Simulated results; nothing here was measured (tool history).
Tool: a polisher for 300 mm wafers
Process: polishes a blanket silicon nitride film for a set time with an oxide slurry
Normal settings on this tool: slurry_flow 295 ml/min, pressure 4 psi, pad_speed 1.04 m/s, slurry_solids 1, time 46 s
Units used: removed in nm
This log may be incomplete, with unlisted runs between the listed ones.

run	hour	slurry_flow	pressure	pad_speed	slurry_solids	time	wafers since the last listed run	wafers polished on this pad	hours since the slurry nozzle was cleaned	hours since the head pressure was calibrated	hours since the slurry blender was calibrated	hours since the conditioning disc was replaced	incoming thickness of the incoming film, nm	removed
1	0	295	4.6	1.04	1	46	0	215	74.9	430.4	91.9	167.3	266	39.5
# hour 68.6: conditioning disc replaced and pad reconditioned
2	76.5	295	4.6	1.04	1	46	478	693	151.4	506.9	168.4	7.9	271.1	41
# hour 86.9: head pressure recalibrated
# hour 141: slurry blender recalibrated
3	144.4	295	4.6	1.04	1	46	410	1103	219.3	57.5	3.4	75.8	269.2	40.6
# hour 197.1: worn pad replaced by a new one
4	210.5	265	4	1.04	1	57	398	86	285.4	123.6	69.5	141.9	266.1	41.8
5	264.8	265	4	1.04	1	57	348	434	339.7	177.9	123.8	196.2	270.7	40.4
# hour 299.3: slurry nozzle cleaned
# hour 333.7: conditioning disc replaced and pad reconditioned
# hour 353.3: slurry blender recalibrated
6	359.9	265	4	1.04	1	57	578	1012	60.6	273	6.6	26.2	270.4	46.1
# hour 416.4: worn pad replaced by a new one
7	425	270	4	1.04	1	46	392	55	125.7	338.1	71.7	91.3	269.4	36.1
8	491.1	270	4	1.04	1	46	424	479	191.8	404.2	137.8	157.4	267.6	34.4
# hour 563.6: conditioning disc replaced and pad reconditioned
# hour 567.5: slurry blender recalibrated
9	597.9	295	4	1.04	1	46	659	1139	298.6	511	30.4	34.3	271.7	35.4
# hour 613.1: worn pad replaced by a new one
10	642.5	260	4	1.04	1	46	260	188	343.2	555.6	75	78.9	266.4	34.4
# hour 687.4: slurry nozzle cleaned
# hour 713.7: head pressure recalibrated
11	739	295	4	0.74	0.85	46	600	788	51.6	25.3	171.5	175.4	267.4	24.4
# hour 770.2: slurry blender recalibrated
# hour 795.9: conditioning disc replaced and pad reconditioned
12	827.6	295	4	0.88	0.9	36	542	1331	140.2	113.9	57.4	31.7	276.1	23.4
# hour 843.9: worn pad replaced by a new one
13	887.9	295	4.6	0.7	0.9	36	361	282	200.5	174.2	117.7	92	270.3	21.6
14	933	390	4	1.36	0.8	46	289	572	245.6	219.3	162.8	137.1	268.2	37.6
# hour 990: slurry blender recalibrated
15	1017.5	295	3.3	0.78	0.75	58	529	1101	330.1	303.8	27.5	221.6	270.4	23.2
# hour 1043.5: conditioning disc replaced and pad reconditioned
16	1061.9	225	4.5	1.38	1	54	272	1373	374.5	348.2	71.9	18.4	269.2	54.8
# hour 1075.8: slurry nozzle cleaned
# hour 1098.2: worn pad replaced by a new one
17	1118.8	260	3.4	1.04	1	59	333	132	43	405.1	128.8	75.3	269.6	41.8

Hidden condition of the tool, last listed run before each entry between runs versus first listed run after:
In the gap between runs 1 and 2: conditioning disc replaced and pad reconditioned (hour 68.6)
  slurry flow missing at the pad, %: 22 -> 32.4; time polished since the conditioner stopped cutting, s: 88.7 -> 3.82
  the result without the hidden state subtracted from the measured one, removed: -4.3 -> -2.2 nm
In the gap between runs 2 and 3: head pressure recalibrated (hour 86.9); slurry blender recalibrated (hour 141)
  slurry flow missing at the pad, %: 32.4 -> 37.8; time polished since the conditioner stopped cutting, s: 3.82 -> 16.8
  the result without the hidden state subtracted from the measured one, removed: -2.2 -> -3.4 nm
In the gap between runs 3 and 4: worn pad replaced by a new one (hour 197.1)
  slurry flow missing at the pad, %: 37.8 -> 41.1; time polished since the conditioner stopped cutting, s: 16.8 -> 49.7
  the result without the hidden state subtracted from the measured one, removed: -3.4 -> -5.4 nm
In the gap between runs 5 and 6: slurry nozzle cleaned (hour 299.3); conditioning disc replaced and pad reconditioned (hour 333.7); slurry blender recalibrated (hour 353.3)
  slurry flow missing at the pad, %: 42.8 -> 17.3; time polished since the conditioner stopped cutting, s: 91.6 -> 4.87
  the result without the hidden state subtracted from the measured one, removed: -6.9 -> -1.3 nm
In the gap between runs 6 and 7: worn pad replaced by a new one (hour 416.4)
  slurry flow missing at the pad, %: 17.3 -> 27.5; time polished since the conditioner stopped cutting, s: 4.87 -> 22.4
  the result without the hidden state subtracted from the measured one, removed: -1.3 -> -2.3 nm
In the gap between runs 8 and 9: conditioning disc replaced and pad reconditioned (hour 563.6); slurry blender recalibrated (hour 567.5)
  slurry flow missing at the pad, %: 33.9 -> 39.6; time polished since the conditioner stopped cutting, s: 59.9 -> 21.3
  the result without the hidden state subtracted from the measured one, removed: -3.8 -> -3.2 nm
In the gap between runs 9 and 10: worn pad replaced by a new one (hour 613.1)
  slurry flow missing at the pad, %: 39.6 -> 40.9; time polished since the conditioner stopped cutting, s: 21.3 -> 32.8
  the result without the hidden state subtracted from the measured one, removed: -3.2 -> -4 nm
In the gap between runs 10 and 11: slurry nozzle cleaned (hour 687.4); head pressure recalibrated (hour 713.7)
  slurry flow missing at the pad, %: 40.9 -> 15.5; time polished since the conditioner stopped cutting, s: 32.8 -> 88.9
  the result without the hidden state subtracted from the measured one, removed: -4 -> -1.7 nm
In the gap between runs 11 and 12: slurry blender recalibrated (hour 770.2); conditioning disc replaced and pad reconditioned (hour 795.9)
  slurry flow missing at the pad, %: 15.5 -> 29.2; time polished since the conditioner stopped cutting, s: 88.9 -> 12.2
  the result without the hidden state subtracted from the measured one, removed: -1.7 -> -1.2 nm
In the gap between runs 12 and 13: worn pad replaced by a new one (hour 843.9)
  slurry flow missing at the pad, %: 29.2 -> 34.6; time polished since the conditioner stopped cutting, s: 12.2 -> 29.2
  the result without the hidden state subtracted from the measured one, removed: -1.2 -> -1.6 nm
In the gap between runs 14 and 15: slurry blender recalibrated (hour 990)
  slurry flow missing at the pad, %: 37.3 -> 40.6; time polished since the conditioner stopped cutting, s: 52.8 -> 122
  the result without the hidden state subtracted from the measured one, removed: -3.9 -> -3.3 nm
In the gap between runs 15 and 16: conditioning disc replaced and pad reconditioned (hour 1043.5)
  slurry flow missing at the pad, %: 40.6 -> 41.7; time polished since the conditioner stopped cutting, s: 122 -> 7.02
  the result without the hidden state subtracted from the measured one, removed: -3.3 -> -6.3 nm
In the gap between runs 16 and 17: slurry nozzle cleaned (hour 1075.8); worn pad replaced by a new one (hour 1098.2)
  slurry flow missing at the pad, %: 41.7 -> 14.3; time polished since the conditioner stopped cutting, s: 7.02 -> 19.2
  the result without the hidden state subtracted from the measured one, removed: -6.3 -> -1.4 nm
